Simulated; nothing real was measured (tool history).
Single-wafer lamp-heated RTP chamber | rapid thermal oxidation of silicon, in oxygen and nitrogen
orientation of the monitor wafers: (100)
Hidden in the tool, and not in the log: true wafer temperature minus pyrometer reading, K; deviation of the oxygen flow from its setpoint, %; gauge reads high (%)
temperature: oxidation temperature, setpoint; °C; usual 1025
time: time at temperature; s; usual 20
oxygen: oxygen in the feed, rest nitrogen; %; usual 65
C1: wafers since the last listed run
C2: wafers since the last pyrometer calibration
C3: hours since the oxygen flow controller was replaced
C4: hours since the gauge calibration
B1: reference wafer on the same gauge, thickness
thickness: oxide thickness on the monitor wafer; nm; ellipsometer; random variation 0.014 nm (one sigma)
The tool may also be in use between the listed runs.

Run 1, hour 0.0: usual settings but time 23 s; C1 0; C2 4445; C3 5315.4; C4 992.8; B1 3.551. Result: thickness 4.449 nm.
Run 2, hour 69.5: usual settings but time 23 s; C1 309; C2 4755; C3 5384.9; C4 1062.3; B1 3.554. Result: thickness 4.462 nm.
Run 3, hour 133.1: usual settings but temperature 1003 °C, time 14 s; C1 283; C2 5038; C3 5448.5; C4 1125.9; B1 3.559. Result: thickness 3.254 nm.
Run 4, hour 163.8: usual settings; C1 136; C2 5175; C3 5479.2; C4 1156.6; B1 3.561. Result: thickness 4.231 nm.
Run 5, hour 196.1: usual settings; C1 143; C2 5319; C3 5511.5; C4 1188.9; B1 3.562. Result: thickness 4.206 nm.
Run 6, hour 267.3: usual settings but oxygen 73 %; C1 317; C2 5637; C3 5582.7; C4 1260.1; B1 3.563. Result: thickness 4.387 nm.
Run 7, hour 298.4: usual settings but oxygen 73 %; C1 138; C2 5775; C3 5613.8; C4 1291.2; B1 3.567. Result: thickness 4.408 nm.
Run 8, hour 451.5: usual settings but oxygen 73 %; C1 682; C2 6458; C3 5766.9; C4 1444.3; B1 3.575. Result: thickness 4.392 nm.
Run 9, hour 516.4: usual settings but time 14 s; C1 289; C2 6747; C3 5831.8; C4 1509.2; B1 3.582. Result: thickness 3.746 nm.
At hour 584.0: gauge calibrated.
Run 10, hour 587.8: usual settings but time 14 s; C1 318; C2 7066; C3 5903.2; C4 3.8; B1 3.487. Result: thickness 3.645 nm.
Run 11, hour 655.0: usual settings; C1 299; C2 7365; C3 5970.4; C4 71.0; B1 3.490. Result: thickness 4.111 nm.
At hour 677.7: oxygen flow controller replaced.
Run 12, hour 844.6: usual settings; C1 809; C2 8175; C3 166.9; C4 260.6; B1 3.503. Result: thickness 4.168 nm.
At hour 883.0: pyrometer window cleaned and pyrometer calibrated.
Run 13, hour 883.5: usual settings but temperature 1054 °C, oxygen 95 %; C1 137; C2 2; C3 205.8; C4 299.5; B1 3.505. Result: thickness 5.722 nm.
Run 14, hour 908.9: usual settings but temperature 1043 °C, time 26 s; C1 113; C2 115; C3 231.2; C4 324.9; B1 3.505. Result: thickness 5.187 nm.
Run 15, hour 958.0: usual settings but temperature 1045 °C, time 16 s, oxygen 35 %; C1 218; C2 334; C3 280.3; C4 374.0; B1 3.509. Result: thickness 3.613 nm.
Run 16, hour 990.7: usual settings but time 11 s; C1 145; C2 480; C3 313.0; C4 406.7; B1 3.513. Result: thickness 3.368 nm.
Run 17, hour 1020.0: usual settings but time 17 s; C1 130; C2 610; C3 342.3; C4 436.0; B1 3.513. Result: thickness 3.907 nm.
Run 18, hour 1049.5: usual settings but temperature 1042 °C, time 15 s, oxygen 89 %; C1 131; C2 742; C3 371.8; C4 465.5; B1 3.514. Result: thickness 4.633 nm.
Run 19, hour 1111.6: usual settings but temperature 1054 °C, oxygen 95 %; C1 276; C2 1019; C3 433.9; C4 527.6; B1 3.519. Result: thickness 5.722 nm.
Run 20, hour 1165.5: usual settings but time 14 s, oxygen 87 %; C1 240; C2 1259; C3 487.8; C4 581.5; B1 3.522. Result: thickness 3.994 nm.
Run 21, hour 1217.5: usual settings but time 24 s; C1 231; C2 1491; C3 539.8; C4 633.5; B1 3.525. Result: thickness 4.500 nm.
Run 22, hour 1254.5: usual settings; C1 164; C2 1656; C3 576.8; C4 670.5; B1 3.528. Result: thickness 4.195 nm.
Run 23, hour 1296.0: usual settings but temperature 1016 °C, time 15 s, oxygen 35 %; C1 185; C2 1841; C3 618.3; C4 712.0; B1 3.528. Result: thickness 3.066 nm.
Run 24, hour 1462.0: usual settings but oxygen 42 %; C1 740; C2 2581; C3 784.3; C4 878.0; B1 3.541. Result: thickness 3.671 nm.

5 ways to go on from here, each from the tool as it stands after run 24. What would each give?
Run A, hour 1462.5: usual settings but temperature 1037 °C; C1 2; C2 2583; C3 784.8; C4 878.5; B1 ?. Result: thickness ?.
Run B, hour 1462.5: usual settings but time 17 s, oxygen 77 %; C1 2; C2 2583; C3 784.8; C4 878.5; B1 ?. Result: thickness ?.
Run C, hour 1462.5: usual settings but time 28 s; C1 2; C2 2583; C3 784.8; C4 878.5; B1 ?. Result: thickness ?.
Run D, hour 1462.5: usual settings but temperature 1037 °C, time 23 s, oxygen 88 %; C1 2; C2 2583; C3 784.8; C4 878.5; B1 ?. Result: thickness ?.
Run E, hour 1462.5: usual settings but oxygen 74 %; C1 2; C2 2583; C3 784.8; C4 878.5; B1 ?. Result: thickness ?.

run     B1  thickness
  A  3.538      4.545
  B  3.538      4.174
  C  3.538      4.800
  D  3.538      5.318
  E  3.538      4.384
Without the tool's hidden state the same runs would have given:
run  thickness
  A      4.482
  B      4.116
  C      4.733
  D      5.244
  E      4.323
